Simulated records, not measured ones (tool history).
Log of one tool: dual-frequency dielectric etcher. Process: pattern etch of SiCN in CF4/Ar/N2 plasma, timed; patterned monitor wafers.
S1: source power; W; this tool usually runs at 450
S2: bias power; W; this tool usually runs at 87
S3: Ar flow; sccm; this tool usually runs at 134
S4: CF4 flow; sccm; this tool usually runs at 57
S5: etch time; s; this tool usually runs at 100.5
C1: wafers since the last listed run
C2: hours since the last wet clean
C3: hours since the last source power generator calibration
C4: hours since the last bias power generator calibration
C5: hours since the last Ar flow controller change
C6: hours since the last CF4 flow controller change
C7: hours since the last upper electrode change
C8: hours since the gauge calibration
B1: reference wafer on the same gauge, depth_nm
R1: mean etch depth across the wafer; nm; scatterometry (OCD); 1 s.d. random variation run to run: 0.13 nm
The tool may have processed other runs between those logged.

run,hour,S1,S2,S3,S4,S5,C1,C2,C3,C4,C5,C6,C7,C8,B1,R1
1,0.0,480,87,134,57,100.5,0,223.4,4363.3,3787.0,2684.3,3139.6,5671.6,390.5,82.0,86.0
2,16.3,450,87,134,65,100.5,112,239.7,4379.6,3803.3,2700.6,3155.9,5687.9,406.8,82.0,84.7
# hour 33.7: gauge calibrated
3,41.8,450,87,134,57,100.5,176,265.2,4405.1,3828.8,2726.1,3181.4,5713.4,8.1,82.0,83.0
# hour 62.3: CF4 flow controller replaced
4,62.8,450,78,134,49,100.5,103,286.2,4426.1,3849.8,2747.1,0.5,5734.4,29.1,81.9,77.1
# hour 101.6: upper electrode replaced
5,102.1,450,78,134,49,100.5,105,325.5,4465.4,3889.1,2786.4,39.8,0.5,68.4,82.0,77.2
6,118.7,520,87,134,57,78.5,115,342.1,4482.0,3905.7,2803.0,56.4,17.1,85.0,82.1,70.2
# hour 144.2: wet clean of the chamber
7,144.7,540,87,134,69,100.5,13,0.5,4508.0,3931.7,2829.0,82.4,43.1,111.0,82.0,94.9
8,152.3,500,105,134,63,88.0,52,8.1,4515.6,3939.3,2836.6,90.0,50.7,118.6,82.0,84.9
9,182.7,520,87,161,57,100.5,210,38.5,4546.0,3969.7,2867.0,120.4,81.1,149.0,82.0,86.1
# hour 194.5: Ar flow controller replaced
10,202.6,450,105,134,57,100.5,96,58.4,4565.9,3989.6,8.1,140.3,101.0,168.9,82.0,88.4
# hour 208.8: bias power generator calibrated
# hour 224.2: source power generator calibrated
11,233.9,450,87,134,57,100.5,161,89.7,9.7,25.1,39.4,171.6,132.3,200.2,82.0,83.2

Run 12 is up next; what results do you expect?
12,257.6,490,70,134,44,111.0,164,113.4,33.4,48.8,63.1,195.3,156.0,223.9,?,?

B1: 82.0
R1: 83.6 nm
If the tool had no hidden condition, the same run with the same run-to-run variation would have returned R1 83.7 nm.
